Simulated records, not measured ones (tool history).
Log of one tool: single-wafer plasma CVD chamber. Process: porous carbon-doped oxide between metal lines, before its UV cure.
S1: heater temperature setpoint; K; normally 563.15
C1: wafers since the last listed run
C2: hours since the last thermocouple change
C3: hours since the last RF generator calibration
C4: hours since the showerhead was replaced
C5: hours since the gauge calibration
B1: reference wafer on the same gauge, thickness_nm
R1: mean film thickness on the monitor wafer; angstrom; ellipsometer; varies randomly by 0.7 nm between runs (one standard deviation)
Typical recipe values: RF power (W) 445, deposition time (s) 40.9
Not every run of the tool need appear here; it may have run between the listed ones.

run 1 hour=0.0 | S1=563.15 RF_power_(W)=445 deposition_time_(s)=40.9 | C1=0 C2=674.3 C3=2223.8 C4=5211.7 C5=326.4 | B1=247.078 | R1=2207.04
run 2 hour=66.1 | S1=563.15 RF_power_(W)=475 deposition_time_(s)=37.6 | C1=1976 C2=740.4 C3=2289.9 C4=5277.8 C5=392.5 | B1=246.954 | R1=2102.04
run 3 hour=105.3 | S1=563.15 RF_power_(W)=475 deposition_time_(s)=37.6 | C1=1172 C2=779.6 C3=2329.1 C4=5317.0 C5=431.7 | B1=246.995 | R1=2097.26
run 4 hour=179.6 | S1=563.15 RF_power_(W)=475 deposition_time_(s)=37.6 | C1=2221 C2=853.9 C3=2403.4 C4=5391.3 C5=506.0 | B1=246.831 | R1=2100.71
run 5 hour=269.8 | S1=563.15 RF_power_(W)=445 deposition_time_(s)=40.9 | C1=2697 C2=944.1 C3=2493.6 C4=5481.5 C5=596.2 | B1=246.854 | R1=2203.80
-- hour=322.8 RF generator calibrated
run 6 hour=346.6 | S1=563.15 RF_power_(W)=445 deposition_time_(s)=43.9 | C1=2057 C2=1020.9 C3=23.8 C4=5558.3 C5=673.0 | B1=247.284 | R1=2353.70
run 7 hour=395.7 | S1=563.15 RF_power_(W)=445 deposition_time_(s)=43.9 | C1=1468 C2=1070.0 C3=72.9 C4=5607.4 C5=722.1 | B1=246.892 | R1=2359.27
run 8 hour=431.9 | S1=563.15 RF_power_(W)=445 deposition_time_(s)=40.9 | C1=1082 C2=1106.2 C3=109.1 C4=5643.6 C5=758.3 | B1=247.125 | R1=2203.96
-- hour=435.5 gauge calibrated
-- hour=458.0 thermocouple changed; heater temperature recalibrated
run 9 hour=534.8 | S1=556.15 RF_power_(W)=420 deposition_time_(s)=43.9 | C1=2837 C2=76.8 C3=212.0 C4=5746.5 C5=99.3 | B1=247.088 | R1=2383.61
-- hour=583.8 showerhead replaced
run 10 hour=636.6 | S1=563.15 RF_power_(W)=385 deposition_time_(s)=47.7 | C1=2805 C2=178.6 C3=313.8 C4=52.8 C5=201.1 | B1=247.106 | R1=2339.92
run 11 hour=696.7 | S1=577.15 RF_power_(W)=375 deposition_time_(s)=38.1 | C1=1797 C2=238.7 C3=373.9 C4=112.9 C5=261.2 | B1=246.923 | R1=1688.25
run 12 hour=755.8 | S1=568.15 RF_power_(W)=525 deposition_time_(s)=37.8 | C1=1767 C2=297.8 C3=433.0 C4=172.0 C5=320.3 | B1=247.180 | R1=2167.51
run 13 hour=854.6 | S1=563.15 RF_power_(W)=445 deposition_time_(s)=40.9 | C1=2954 C2=396.6 C3=531.8 C4=270.8 C5=419.1 | B1=246.980 | R1=2200.33
run 14 hour=938.5 | S1=563.15 RF_power_(W)=390 deposition_time_(s)=40.9 | C1=2508 C2=480.5 C3=615.7 C4=354.7 C5=503.0 | B1=247.013 | R1=2030.50

Each row is a separate what-if for the run after 14, all from the same tool condition, not one after another. Results?
run A hour=938.9 | S1=575.15 RF_power_(W)=445 deposition_time_(s)=40.9 | C1=11 C2=480.9 C3=616.1 C4=355.1 C5=503.4 | B1=? | R1=?
run B hour=938.9 | S1=570.15 RF_power_(W)=490 deposition_time_(s)=48.4 | C1=11 C2=480.9 C3=616.1 C4=355.1 C5=503.4 | B1=? | R1=?
run C hour=938.9 | S1=549.15 RF_power_(W)=530 deposition_time_(s)=40.9 | C1=11 C2=480.9 C3=616.1 C4=355.1 C5=503.4 | B1=? | R1=?
run D hour=938.9 | S1=563.15 RF_power_(W)=445 deposition_time_(s)=34.5 | C1=11 C2=480.9 C3=616.1 C4=355.1 C5=503.4 | B1=? | R1=?

run=A B1=246.708 R1=2037.96
run=B B1=246.708 R1=2618.39
run=C B1=246.708 R1=2686.02
run=D B1=246.708 R1=1868.92
Stripped of hidden state, with their random variation kept, the same runs would have yielded:
run=A R1=2037.96
run=B R1=2618.39
run=C R1=2686.02
run=D R1=1868.92
